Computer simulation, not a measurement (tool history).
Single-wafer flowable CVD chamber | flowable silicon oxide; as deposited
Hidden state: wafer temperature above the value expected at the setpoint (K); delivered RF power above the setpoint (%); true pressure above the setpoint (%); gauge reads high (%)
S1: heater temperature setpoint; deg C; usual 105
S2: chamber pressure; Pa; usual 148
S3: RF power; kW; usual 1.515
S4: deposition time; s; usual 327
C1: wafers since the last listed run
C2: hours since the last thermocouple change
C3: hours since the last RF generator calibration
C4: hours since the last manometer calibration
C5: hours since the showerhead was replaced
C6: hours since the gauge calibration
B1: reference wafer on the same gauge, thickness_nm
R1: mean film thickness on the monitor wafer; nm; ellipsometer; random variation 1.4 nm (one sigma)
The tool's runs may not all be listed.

run	hour	S1	S2	S3	S4	C1	C2	C3	C4	C5	C6	B1	R1
1	0	98	148	1.515	327	0	2086	2049.5	1621.3	3766.4	468.1	277.59	326.058
2	18.3	100	148	1.515	327	70	2104.3	2067.8	1639.6	3784.7	486.4	278.051	304.494
3	41.1	105	173	1.515	327	88	2127.1	2090.6	1662.4	3807.5	509.2	277.699	292.924
4	75.2	110	148	1.515	327	132	2161.2	2124.7	1696.5	3841.6	543.3	278.146	204.951
5	107.8	110	148	1.515	327	126	2193.8	2157.3	1729.1	3874.2	575.9	278.074	208.746
6	138.9	110	148	1.515	327	120	2224.9	2188.4	1760.2	3905.3	607	278.399	208.966
# hour 152.3: gauge calibrated
7	165.5	105	163	1.515	327	103	2251.5	2215	1786.8	3931.9	13.2	277.642	274.151
8	205.2	105	148	1.515	327	153	2291.2	2254.7	1826.5	3971.6	52.9	278.037	251.04
9	225	105	148	1.515	327	76	2311	2274.5	1846.3	3991.4	72.7	277.182	249.315
10	252.8	105	148	1.41	327	107	2338.8	2302.3	1874.1	4019.2	100.5	278.395	246.077
# hour 292.9: RF generator calibrated
# hour 316: capacitance manometer re-zeroed and calibrated
11	331.4	105	148	1.41	327	242	2417.4	38.5	15.4	4097.8	179.1	278.069	230.874
12	343.8	105	148	1.41	327	48	2429.8	50.9	27.8	4110.2	191.5	278.554	228.521
# hour 357.3: showerhead replaced
13	375.9	105	132	1.515	327	93	2461.9	83	59.9	18.6	223.6	278.104	209.671
# hour 410: thermocouple changed; heater temperature recalibrated
14	411	109	120	1.705	272	105	1	118.1	95	53.7	258.7	278.325	142.277
15	442.4	105	148	1.515	327	121	32.4	149.5	126.4	85.1	290.1	277.64	241.009
16	463.5	105	148	1.515	375	81	53.5	170.6	147.5	106.2	311.2	277.614	272.167
17	495.5	105	117	1.515	327	124	85.5	202.6	179.5	138.2	343.2	277.904	186.562
18	508.5	113	148	1.62	327	50	98.5	215.6	192.5	151.2	356.2	278.106	182.396
19	534.1	105	148	1.515	327	99	124.1	241.2	218.1	176.8	381.8	278.4	238.655
20	563.4	105	148	1.335	327	113	153.4	270.5	247.4	206.1	411.1	278.959	224.443
21	580.5	105	148	1.625	290	66	170.5	287.6	264.5	223.2	428.2	278.138	215.38
22	601.1	105	148	1.515	327	79	191.1	308.2	285.1	243.8	448.8	278.004	237.251
23	618.7	105	148	1.755	327	68	208.7	325.8	302.7	261.4	466.4	278.017	251.234
24	709.9	111	148	1.515	327	353	299.9	417	393.9	352.6	557.6	277.485	193.15
25	734.8	105	148	1.335	327	96	324.8	441.9	418.8	377.5	582.5	277.709	225.043
26	760.3	105	148	1.72	297	98	350.3	467.4	444.3	403	608	278.046	227.234
27	781.8	92	148	1.515	327	83	371.8	488.9	465.8	424.5	629.5	278.734	394.825
28	800.2	96	171	1.625	327	71	390.2	507.3	484.2	442.9	647.9	278.058	399.362

Forecast each of these 4 alternatives for the next run:
A	800.7	118	148	1.515	327	1	390.7	507.8	484.7	443.4	648.4	?	?
B	800.7	96	184	1.645	327	1	390.7	507.8	484.7	443.4	648.4	?	?
C	800.7	105	148	1.685	327	1	390.7	507.8	484.7	443.4	648.4	?	?
D	800.7	101	125	1.515	285	1	390.7	507.8	484.7	443.4	648.4	?	?

run	B1	R1
A	277.442	151.849
B	277.442	432.487
C	277.442	251.435
D	277.442	207.443
Without the tool's hidden state the same runs would have given:
run	R1
A	149.085
B	425.66
C	246.858
D	203.316
